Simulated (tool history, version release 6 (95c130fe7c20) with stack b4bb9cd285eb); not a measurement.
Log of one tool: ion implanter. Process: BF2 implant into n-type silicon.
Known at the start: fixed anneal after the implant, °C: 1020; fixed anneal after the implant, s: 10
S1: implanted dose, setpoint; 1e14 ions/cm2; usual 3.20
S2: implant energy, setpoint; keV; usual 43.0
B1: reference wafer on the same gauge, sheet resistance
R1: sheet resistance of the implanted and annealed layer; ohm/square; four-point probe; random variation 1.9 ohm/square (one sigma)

run     day    S1    S2      B1      R1
  1   0.000  3.20  43.0  387.78  357.09
  2   1.292  3.20  43.0  386.98  357.69
      2.429  -- gauge calibrated
  3   2.488  3.20  43.0  395.42  364.69
  4   3.833  3.20  43.0  393.67  360.17
  5   4.979  3.20  43.0  391.93  357.98
  6   5.892  3.20  43.0  391.39  358.53
  7  10.346  3.20  43.0  389.60  357.22
  8  11.546  3.20  43.0  388.71  353.30
  9  12.788  3.20  34.5  388.59  361.81
 10  13.712  3.20  34.5  388.39  365.42
     15.079  -- Faraday cup replaced and dose calibrated
 11  15.100  3.20  34.5  388.41  363.39
 12  18.562  2.58  43.0  387.98  428.20
 13  19.629  3.48  54.5  387.65  323.11
 14  20.421  2.54  55.0  387.41  417.11
 15  21.308  3.93  28.5  387.39  312.37
     21.538  -- gauge calibrated
     22.217  -- extraction supply calibrated
 16  22.325  3.20  43.0  395.91  364.70
 17  23.204  2.73  30.5  395.42  432.72
 18  23.758  3.20  43.0  395.14  364.84
 19  25.100  4.12  35.0  393.46  297.09
 20  26.517  2.35  37.0  392.05  470.93
 21  27.925  2.25  28.5  392.09  501.64
 22  28.962  2.33  49.5  392.22  463.98
 23  30.879  2.84  37.5  390.94  402.71

5 ways to go on from here, each from the tool as it stands after run 23. What would each give?
  A  30.896  3.20  28.0   ?   ?
  B  30.896  3.90  31.5   ?   ?
  C  30.896  2.64  43.0   ?   ?
  D  30.896  3.46  58.0   ?   ?
  E  30.896  4.11  47.5   ?   ?

run      B1      R1
  A  390.42  372.24
  B  390.42  310.22
  C  390.42  420.47
  D  390.42  322.86
  E  390.42  284.36
Without the tool's hidden state the same runs would have given:
run      R1
  A  376.18
  B  313.50
  C  424.92
  D  326.28
  E  287.37
